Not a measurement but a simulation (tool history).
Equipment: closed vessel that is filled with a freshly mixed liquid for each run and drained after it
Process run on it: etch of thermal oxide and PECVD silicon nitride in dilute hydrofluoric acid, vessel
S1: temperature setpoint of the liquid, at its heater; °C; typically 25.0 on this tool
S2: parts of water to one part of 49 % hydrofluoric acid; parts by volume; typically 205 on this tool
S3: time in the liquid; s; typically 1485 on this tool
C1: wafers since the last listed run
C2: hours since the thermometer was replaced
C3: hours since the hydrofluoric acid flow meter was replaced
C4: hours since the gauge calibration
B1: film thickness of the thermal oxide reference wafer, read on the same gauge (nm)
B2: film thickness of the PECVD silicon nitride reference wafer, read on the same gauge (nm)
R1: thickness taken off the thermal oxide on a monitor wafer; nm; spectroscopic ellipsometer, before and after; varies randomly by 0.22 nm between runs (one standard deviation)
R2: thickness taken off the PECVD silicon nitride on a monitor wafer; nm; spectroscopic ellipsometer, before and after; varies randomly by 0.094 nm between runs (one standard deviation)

{"run": 1, "hour": 0.0, "S1": 25.0, "S2": 135, "S3": 1485, "C1": 0, "C2": 1289.8, "C3": 863.7, "C4": 1057.3, "B1": 40.01, "B2": 30.02, "R1": 52.13, "R2": 22.0}
{"run": 2, "hour": 36.7, "S1": 25.0, "S2": 205, "S3": 1485, "C1": 1463, "C2": 1326.5, "C3": 900.4, "C4": 1094.0, "B1": 39.99, "B2": 29.99, "R1": 31.61, "R2": 14.67}
{"run": 3, "hour": 93.8, "S1": 25.0, "S2": 205, "S3": 1485, "C1": 2276, "C2": 1383.6, "C3": 957.5, "C4": 1151.1, "B1": 40.01, "B2": 30.01, "R1": 31.62, "R2": 14.75}
{"run": 4, "hour": 163.9, "S1": 25.0, "S2": 205, "S3": 1485, "C1": 2795, "C2": 1453.7, "C3": 1027.6, "C4": 1221.2, "B1": 39.99, "B2": 29.99, "R1": 31.3, "R2": 14.68}
{"run": 5, "hour": 205.7, "S1": 25.0, "S2": 205, "S3": 1485, "C1": 1666, "C2": 1495.5, "C3": 1069.4, "C4": 1263.0, "B1": 39.98, "B2": 30.01, "R1": 30.99, "R2": 14.63}
{"run": 6, "hour": 256.9, "S1": 25.0, "S2": 205, "S3": 1485, "C1": 2041, "C2": 1546.7, "C3": 1120.6, "C4": 1314.2, "B1": 40.01, "B2": 30.02, "R1": 31.49, "R2": 14.45}
{"run": 7, "hour": 313.5, "S1": 25.0, "S2": 205, "S3": 1485, "C1": 2256, "C2": 1603.3, "C3": 1177.2, "C4": 1370.8, "B1": 39.99, "B2": 30.01, "R1": 31.65, "R2": 14.32}
{"run": 8, "hour": 365.7, "S1": 25.0, "S2": 205, "S3": 1485, "C1": 2081, "C2": 1655.5, "C3": 1229.4, "C4": 1423.0, "B1": 40.0, "B2": 29.98, "R1": 31.66, "R2": 14.28}
{"hour": 369.1, "done": "gauge calibrated"}
{"hour": 377.9, "done": "thermometer replaced"}
{"run": 9, "hour": 416.6, "S1": 25.0, "S2": 205, "S3": 1485, "C1": 1989, "C2": 38.7, "C3": 1280.3, "C4": 47.5, "B1": 40.01, "B2": 30.01, "R1": 30.24, "R2": 13.24}
{"run": 10, "hour": 469.4, "S1": 25.0, "S2": 205, "S3": 1485, "C1": 2105, "C2": 91.5, "C3": 1333.1, "C4": 100.3, "B1": 40.0, "B2": 29.99, "R1": 29.7, "R2": 13.3}
{"run": 11, "hour": 497.4, "S1": 30.0, "S2": 245, "S3": 1015, "C1": 1116, "C2": 119.5, "C3": 1361.1, "C4": 128.3, "B1": 40.0, "B2": 30.01, "R1": 19.27, "R2": 10.23}
{"run": 12, "hour": 561.1, "S1": 28.5, "S2": 205, "S3": 1485, "C1": 2539, "C2": 183.2, "C3": 1424.8, "C4": 192.0, "B1": 40.02, "B2": 29.99, "R1": 33.75, "R2": 16.29}
{"hour": 577.7, "done": "thermometer replaced, repeated, since the last time left the tool worse"}
{"run": 13, "hour": 617.8, "S1": 25.0, "S2": 205, "S3": 1715, "C1": 2220, "C2": 40.1, "C3": 1481.5, "C4": 248.7, "B1": 39.99, "B2": 30.01, "R1": 38.98, "R2": 18.32}
{"run": 14, "hour": 686.8, "S1": 25.0, "S2": 205, "S3": 1485, "C1": 2751, "C2": 109.1, "C3": 1550.5, "C4": 317.7, "B1": 39.97, "B2": 29.99, "R1": 33.08, "R2": 15.87}
{"hour": 724.9, "done": "hydrofluoric acid flow meter replaced"}
{"run": 15, "hour": 831.3, "S1": 25.0, "S2": 205, "S3": 1485, "C1": 5721, "C2": 253.6, "C3": 106.4, "C4": 462.2, "B1": 40.0, "B2": 30.03, "R1": 32.55, "R2": 15.72}
{"run": 16, "hour": 869.7, "S1": 27.0, "S2": 205, "S3": 730, "C1": 1531, "C2": 292.0, "C3": 144.8, "C4": 500.6, "B1": 40.0, "B2": 29.99, "R1": 17.27, "R2": 8.65}
{"run": 17, "hour": 939.7, "S1": 25.0, "S2": 275, "S3": 1995, "C1": 2791, "C2": 362.0, "C3": 214.8, "C4": 570.6, "B1": 40.0, "B2": 29.97, "R1": 30.36, "R2": 15.47}
{"run": 18, "hour": 982.8, "S1": 25.0, "S2": 260, "S3": 700, "C1": 1718, "C2": 405.1, "C3": 257.9, "C4": 613.7, "B1": 39.99, "B2": 30.01, "R1": 11.55, "R2": 5.75}
{"run": 19, "hour": 1042.6, "S1": 25.0, "S2": 130, "S3": 1060, "C1": 2384, "C2": 464.9, "C3": 317.7, "C4": 673.5, "B1": 39.99, "B2": 29.97, "R1": 39.89, "R2": 17.31}
{"run": 20, "hour": 1086.1, "S1": 27.0, "S2": 245, "S3": 1235, "C1": 1734, "C2": 508.4, "C3": 361.2, "C4": 717.0, "B1": 40.02, "B2": 30.01, "R1": 23.07, "R2": 12.19}
{"run": 21, "hour": 1222.5, "S1": 25.0, "S2": 140, "S3": 2305, "C1": 5438, "C2": 644.8, "C3": 497.6, "C4": 853.4, "B1": 40.02, "B2": 29.99, "R1": 78.5, "R2": 34.35}

Branching from run 21: 3 alternative next runs. What would each branch give?
{"run": "A", "hour": 1223.6, "S1": 25.0, "S2": 175, "S3": 1485, "C1": 43, "C2": 645.9, "C3": 498.7, "C4": 854.5, "B1": "?", "B2": "?", "R1": "?", "R2": "?"}
{"run": "B", "hour": 1223.6, "S1": 25.0, "S2": 255, "S3": 1110, "C1": 43, "C2": 645.9, "C3": 498.7, "C4": 854.5, "B1": "?", "B2": "?", "R1": "?", "R2": "?"}
{"run": "C", "hour": 1223.6, "S1": 29.0, "S2": 125, "S3": 710, "C1": 43, "C2": 645.9, "C3": 498.7, "C4": 854.5, "B1": "?", "B2": "?", "R1": "?", "R2": "?"}

run=A B1=40.01 B2=30.04 R1=38.89 R2=17.97
run=B B1=40.01 B2=30.04 R1=18.32 R2=9.25
run=C B1=40.01 B2=30.04 R1=32.11 R2=15.48
The same runs, with their run-to-run variation unchanged, on a tool lacking any hidden condition would have given:
run=A R1=40.08 R2=18.91
run=B R1=18.86 R2=9.72
run=C R1=33.09 R2=16.29

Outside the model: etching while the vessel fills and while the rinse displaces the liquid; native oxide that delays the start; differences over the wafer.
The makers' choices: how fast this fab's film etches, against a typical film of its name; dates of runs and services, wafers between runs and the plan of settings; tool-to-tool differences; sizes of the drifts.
